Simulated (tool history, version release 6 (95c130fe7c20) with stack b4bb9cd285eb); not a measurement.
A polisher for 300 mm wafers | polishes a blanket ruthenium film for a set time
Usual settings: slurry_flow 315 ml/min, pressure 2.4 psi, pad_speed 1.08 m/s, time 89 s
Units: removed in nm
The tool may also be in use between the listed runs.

| run | hour | slurry_flow | pressure | pad_speed | time | incoming thickness of the incoming film, nm | removed |
|---|---|---|---|---|---|---|---|
| 1 | 0.0 | 250 | 2.4 | 1.08 | 89 | 544.0 | 110.8 |
| 2 | 14.9 | 315 | 2.4 | 1.08 | 89 | 537.1 | 111.9 |
| 3 | 27.4 | 315 | 2.4 | 1.08 | 89 | 541.7 | 112.3 |
| 4 | 36.1 | 315 | 2.4 | 1.08 | 89 | 533.5 | 114.2 |
| 5 | 48.8 | 315 | 2.4 | 1.08 | 89 | 529.4 | 112.5 |
|  | 52.8 | worn pad replaced by a new one |
| 6 | 57.1 | 315 | 2.4 | 1.08 | 89 | 542.9 | 112.5 |
| 7 | 66.1 | 315 | 2.4 | 1.08 | 89 | 538.0 | 113.1 |
|  | 118.5 | head pressure recalibrated |
| 8 | 119.8 | 315 | 2.4 | 1.08 | 89 | 539.3 | 113.5 |
|  | 135.5 | worn pad replaced by a new one |
| 9 | 137.0 | 315 | 2.4 | 1.08 | 89 | 549.8 | 116.9 |
| 10 | 143.2 | 315 | 2.4 | 0.88 | 89 | 540.9 | 96.6 |
|  | 144.7 | slurry nozzle cleaned |
| 11 | 154.6 | 315 | 2.4 | 0.88 | 89 | 548.3 | 96.8 |
| 12 | 168.8 | 390 | 2.8 | 1.42 | 89 | 538.1 | 169.5 |
| 13 | 183.2 | 415 | 2.4 | 0.90 | 73 | 529.2 | 81.3 |
| 14 | 198.6 | 345 | 3.1 | 0.84 | 114 | 537.6 | 150.6 |
|  | 204.9 | worn pad replaced by a new one |
| 15 | 211.7 | 280 | 2.4 | 0.80 | 61 | 540.4 | 59.7 |
| 16 | 224.5 | 315 | 2.4 | 1.08 | 89 | 545.3 | 114.4 |
| 17 | 238.8 | 255 | 1.7 | 1.18 | 104 | 540.6 | 98.3 |
| 18 | 248.7 | 235 | 2.4 | 1.08 | 63 | 535.5 | 77.8 |
| 19 | 255.0 | 220 | 2.9 | 0.98 | 89 | 537.4 | 122.5 |
| 20 | 263.0 | 315 | 2.4 | 1.08 | 89 | 545.4 | 114.5 |
|  | 275.1 | worn pad replaced by a new one |
| 21 | 280.3 | 315 | 2.4 | 1.08 | 117 | 542.7 | 145.4 |
| 22 | 288.4 | 315 | 2.4 | 1.08 | 89 | 541.2 | 110.9 |
| 23 | 306.0 | 280 | 1.9 | 1.34 | 59 | 550.2 | 69.1 |

5 ways to go on from here, each from the tool as it stands after run 23. What would each give?
| A | 306.4 | 315 | 2.4 | 1.08 | 89 | 545.2 | ? |
| B | 306.4 | 355 | 2.4 | 1.08 | 89 | 545.2 | ? |
| C | 306.4 | 315 | 2.1 | 1.08 | 118 | 545.2 | ? |
| D | 306.4 | 275 | 2.4 | 1.08 | 116 | 545.2 | ? |
| E | 306.4 | 235 | 2.4 | 1.08 | 89 | 545.2 | ? |

| run | removed |
|---|---|
| A | 114.4 |
| B | 115.3 |
| C | 132.7 |
| D | 147.6 |
| E | 111.9 |
Without the tool's hidden state the same runs would have given:
| run | removed |
|---|---|
| A | 114.4 |
| B | 115.3 |
| C | 132.7 |
| D | 147.6 |
| E | 111.9 |

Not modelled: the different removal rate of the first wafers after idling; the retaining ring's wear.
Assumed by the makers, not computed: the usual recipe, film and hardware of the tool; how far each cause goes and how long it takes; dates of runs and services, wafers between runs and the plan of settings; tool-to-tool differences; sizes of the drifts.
